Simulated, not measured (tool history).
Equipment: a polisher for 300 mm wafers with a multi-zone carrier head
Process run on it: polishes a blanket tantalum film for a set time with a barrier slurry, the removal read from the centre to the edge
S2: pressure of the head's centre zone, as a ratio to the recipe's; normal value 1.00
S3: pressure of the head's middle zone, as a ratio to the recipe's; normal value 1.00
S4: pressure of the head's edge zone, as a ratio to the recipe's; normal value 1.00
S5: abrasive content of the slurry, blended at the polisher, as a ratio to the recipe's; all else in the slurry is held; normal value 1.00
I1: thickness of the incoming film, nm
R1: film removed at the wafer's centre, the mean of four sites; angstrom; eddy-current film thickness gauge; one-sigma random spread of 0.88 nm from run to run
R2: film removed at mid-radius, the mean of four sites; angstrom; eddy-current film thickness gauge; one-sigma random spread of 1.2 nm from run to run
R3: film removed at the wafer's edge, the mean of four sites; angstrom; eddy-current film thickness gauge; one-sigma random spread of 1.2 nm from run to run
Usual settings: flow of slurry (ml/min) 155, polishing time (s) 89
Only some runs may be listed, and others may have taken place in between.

{"run": 1, "hour": 0.0, "flow of slurry (ml/min)": 155, "S2": 1.0, "S3": 1.0, "S4": 1.0, "S5": 1.0, "polishing time (s)": 89, "I1": 328.0, "R1": 1260, "R2": 1289, "R3": 1293}
{"hour": 19.0, "done": "worn pad replaced by a new one"}
{"run": 2, "hour": 52.2, "flow of slurry (ml/min)": 155, "S2": 1.0, "S3": 1.0, "S4": 1.0, "S5": 1.0, "polishing time (s)": 89, "I1": 325.8, "R1": 1265, "R2": 1305, "R3": 1286}
{"run": 3, "hour": 85.5, "flow of slurry (ml/min)": 155, "S2": 1.0, "S3": 1.0, "S4": 1.0, "S5": 1.0, "polishing time (s)": 89, "I1": 330.4, "R1": 1271, "R2": 1273, "R3": 1308}
{"run": 4, "hour": 116.1, "flow of slurry (ml/min)": 155, "S2": 1.0, "S3": 1.0, "S4": 1.0, "S5": 1.0, "polishing time (s)": 89, "I1": 328.3, "R1": 1273, "R2": 1270, "R3": 1295}
{"hour": 137.2, "done": "worn pad replaced by a new one"}
{"run": 5, "hour": 187.0, "flow of slurry (ml/min)": 155, "S2": 1.0, "S3": 1.0, "S4": 0.96, "S5": 1.0, "polishing time (s)": 89, "I1": 330.9, "R1": 1271, "R2": 1284, "R3": 1274}
{"hour": 196.9, "done": "centre zone pressure recalibrated"}
{"hour": 225.5, "done": "slurry nozzle cleaned"}
{"run": 6, "hour": 243.9, "flow of slurry (ml/min)": 155, "S2": 1.0, "S3": 1.0, "S4": 0.96, "S5": 1.0, "polishing time (s)": 89, "I1": 336.7, "R1": 1275, "R2": 1296, "R3": 1276}
{"hour": 251.9, "done": "carrier head's membrane replaced by a new one"}
{"hour": 283.8, "done": "worn pad replaced by a new one"}
{"run": 7, "hour": 284.3, "flow of slurry (ml/min)": 155, "S2": 1.0, "S3": 1.0, "S4": 0.96, "S5": 1.0, "polishing time (s)": 89, "I1": 322.9, "R1": 1279, "R2": 1270, "R3": 1247}
{"run": 8, "hour": 326.3, "flow of slurry (ml/min)": 155, "S2": 1.04, "S3": 1.0, "S4": 1.0, "S5": 0.85, "polishing time (s)": 89, "I1": 326.4, "R1": 1233, "R2": 1192, "R3": 1201}
{"hour": 376.5, "done": "edge zone pressure recalibrated"}
{"run": 9, "hour": 379.9, "flow of slurry (ml/min)": 155, "S2": 1.0, "S3": 1.0, "S4": 1.0, "S5": 1.0, "polishing time (s)": 89, "I1": 331.0, "R1": 1265, "R2": 1310, "R3": 1311}
{"run": 10, "hour": 407.0, "flow of slurry (ml/min)": 100, "S2": 1.0, "S3": 1.0, "S4": 1.0, "S5": 1.0, "polishing time (s)": 89, "I1": 333.6, "R1": 1136, "R2": 1155, "R3": 1192}
{"hour": 417.5, "done": "worn pad replaced by a new one"}
{"run": 11, "hour": 477.7, "flow of slurry (ml/min)": 155, "S2": 1.0, "S3": 1.0, "S4": 1.04, "S5": 1.0, "polishing time (s)": 106, "I1": 331.4, "R1": 1503, "R2": 1514, "R3": 1571}
{"run": 12, "hour": 534.6, "flow of slurry (ml/min)": 155, "S2": 1.0, "S3": 0.94, "S4": 1.0, "S5": 0.75, "polishing time (s)": 89, "I1": 330.7, "R1": 1092, "R2": 1079, "R3": 1112}
{"hour": 545.1, "done": "worn pad replaced by a new one"}
{"run": 13, "hour": 585.8, "flow of slurry (ml/min)": 200, "S2": 1.06, "S3": 1.0, "S4": 0.91, "S5": 1.0, "polishing time (s)": 116, "I1": 327.6, "R1": 1851, "R2": 1745, "R3": 1691}
{"run": 14, "hour": 614.9, "flow of slurry (ml/min)": 130, "S2": 1.0, "S3": 1.0, "S4": 1.0, "S5": 1.0, "polishing time (s)": 106, "I1": 330.9, "R1": 1457, "R2": 1476, "R3": 1469}
{"run": 15, "hour": 643.5, "flow of slurry (ml/min)": 155, "S2": 1.0, "S3": 1.0, "S4": 1.0, "S5": 1.0, "polishing time (s)": 89, "I1": 328.0, "R1": 1277, "R2": 1296, "R3": 1274}

Each row is a separate what-if for the run after 15, all from the same tool condition, not one after another. Results?
{"run": "A", "hour": 643.9, "flow of slurry (ml/min)": 155, "S2": 1.0, "S3": 1.0, "S4": 1.0, "S5": 1.0, "polishing time (s)": 89, "I1": 330.6, "R1": "?", "R2": "?", "R3": "?"}
{"run": "B", "hour": 643.9, "flow of slurry (ml/min)": 135, "S2": 0.94, "S3": 1.0, "S4": 1.0, "S5": 1.0, "polishing time (s)": 98, "I1": 330.6, "R1": "?", "R2": "?", "R3": "?"}
{"run": "C", "hour": 643.9, "flow of slurry (ml/min)": 155, "S2": 1.0, "S3": 1.0, "S4": 1.0, "S5": 0.75, "polishing time (s)": 106, "I1": 330.6, "R1": "?", "R2": "?", "R3": "?"}
{"run": "D", "hour": 643.9, "flow of slurry (ml/min)": 155, "S2": 1.0, "S3": 1.0, "S4": 1.06, "S5": 1.0, "polishing time (s)": 89, "I1": 330.6, "R1": "?", "R2": "?", "R3": "?"}
{"run": "E", "hour": 643.9, "flow of slurry (ml/min)": 155, "S2": 1.0, "S3": 0.89, "S4": 1.0, "S5": 1.0, "polishing time (s)": 89, "I1": 330.6, "R1": "?", "R2": "?", "R3": "?"}

run=A R1=1275 R2=1262 R3=1284
run=B R1=1282 R2=1354 R3=1387
run=C R1=1311 R2=1298 R3=1320
run=D R1=1275 R2=1262 R3=1312
run=E R1=1275 R2=1178 R3=1285
The same runs, with their run-to-run variation unchanged, on a tool lacking any hidden condition would have given:
run=A R1=1275 R2=1262 R3=1284
run=B R1=1282 R2=1354 R3=1387
run=C R1=1311 R2=1298 R3=1320
run=D R1=1275 R2=1262 R3=1312
run=E R1=1275 R2=1178 R3=1285

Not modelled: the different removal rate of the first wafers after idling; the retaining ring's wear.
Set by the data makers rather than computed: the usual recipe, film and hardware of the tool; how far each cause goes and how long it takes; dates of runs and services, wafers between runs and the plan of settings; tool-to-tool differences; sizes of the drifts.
